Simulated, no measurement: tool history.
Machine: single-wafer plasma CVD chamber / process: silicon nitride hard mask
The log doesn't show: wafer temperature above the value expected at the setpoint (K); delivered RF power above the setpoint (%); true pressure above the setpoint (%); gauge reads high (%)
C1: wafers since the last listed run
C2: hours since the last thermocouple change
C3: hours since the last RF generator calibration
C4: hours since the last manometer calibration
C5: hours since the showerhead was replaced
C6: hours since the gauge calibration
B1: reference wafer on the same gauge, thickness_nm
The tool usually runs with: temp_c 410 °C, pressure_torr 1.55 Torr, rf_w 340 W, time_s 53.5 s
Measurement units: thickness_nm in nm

run 1 hour=0 | temp_c=418 pressure_torr=1.55 rf_w=340 time_s=53.5 | C1=0 C2=1193.6 C3=1891.9 C4=872 C5=2373.5 C6=111 | B1=70.812 | thickness_nm=68.12
run 2 hour=27 | temp_c=418 pressure_torr=1.55 rf_w=340 time_s=53.5 | C1=244 C2=1220.6 C3=1918.9 C4=899 C5=2400.5 C6=138 | B1=70.788 | thickness_nm=67.935
run 3 hour=58.3 | temp_c=417 pressure_torr=1.55 rf_w=370 time_s=53.5 | C1=283 C2=1251.9 C3=1950.2 C4=930.3 C5=2431.8 C6=169.3 | B1=70.8 | thickness_nm=70.533
run 4 hour=90 | temp_c=410 pressure_torr=1.55 rf_w=340 time_s=53.5 | C1=286 C2=1283.6 C3=1981.9 C4=962 C5=2463.5 C6=201 | B1=70.788 | thickness_nm=68.067
run 5 hour=103.6 | temp_c=410 pressure_torr=1.55 rf_w=340 time_s=53.5 | C1=123 C2=1297.2 C3=1995.5 C4=975.6 C5=2477.1 C6=214.6 | B1=70.764 | thickness_nm=67.822
-- hour=143.6 thermocouple changed; heater temperature recalibrated
-- hour=147.9 capacitance manometer re-zeroed and calibrated
run 6 hour=148.4 | temp_c=410 pressure_torr=1.55 rf_w=340 time_s=53.5 | C1=293 C2=4.8 C3=2040.3 C4=0.5 C5=2521.9 C6=259.4 | B1=70.752 | thickness_nm=68.078
run 7 hour=151.8 | temp_c=410 pressure_torr=1.55 rf_w=340 time_s=53.5 | C1=30 C2=8.2 C3=2043.7 C4=3.9 C5=2525.3 C6=262.8 | B1=70.82 | thickness_nm=67.752
run 8 hour=168.5 | temp_c=410 pressure_torr=1.55 rf_w=340 time_s=42.9 | C1=151 C2=24.9 C3=2060.4 C4=20.6 C5=2542 C6=279.5 | B1=70.813 | thickness_nm=54.596
run 9 hour=193 | temp_c=410 pressure_torr=1.55 rf_w=340 time_s=53.5 | C1=221 C2=49.4 C3=2084.9 C4=45.1 C5=2566.5 C6=304 | B1=70.774 | thickness_nm=67.827
-- hour=196.4 gauge calibrated
-- hour=212.5 showerhead replaced, of another model than before
run 10 hour=213.7 | temp_c=410 pressure_torr=1.55 rf_w=340 time_s=53.5 | C1=114 C2=70.1 C3=2105.6 C4=65.8 C5=1.2 C6=17.3 | B1=70.816 | thickness_nm=66.677
-- hour=245 RF generator calibrated
run 11 hour=245.5 | temp_c=410 pressure_torr=1.66 rf_w=340 time_s=43.9 | C1=215 C2=101.9 C3=0.5 C4=97.6 C5=33 C6=49.1 | B1=70.823 | thickness_nm=59.724
run 12 hour=269.4 | temp_c=419 pressure_torr=1.68 rf_w=400 time_s=49.7 | C1=216 C2=125.8 C3=24.4 C4=121.5 C5=56.9 C6=73 | B1=70.814 | thickness_nm=74.733
run 13 hour=300 | temp_c=410 pressure_torr=1.89 rf_w=340 time_s=53.5 | C1=276 C2=156.4 C3=55 C4=152.1 C5=87.5 C6=103.6 | B1=70.77 | thickness_nm=77.167

Predict the results of run 14:
run 14 hour=314.5 | temp_c=410 pressure_torr=1.86 rf_w=340 time_s=53.5 | C1=131 C2=170.9 C3=69.5 C4=166.6 C5=102 C6=118.1 | B1=? | thickness_nm=?

Run 14 came out at B1 70.808, thickness_nm 76.624 nm.
With no hidden state in the tool, this same run would have given thickness_nm 77.141 nm.

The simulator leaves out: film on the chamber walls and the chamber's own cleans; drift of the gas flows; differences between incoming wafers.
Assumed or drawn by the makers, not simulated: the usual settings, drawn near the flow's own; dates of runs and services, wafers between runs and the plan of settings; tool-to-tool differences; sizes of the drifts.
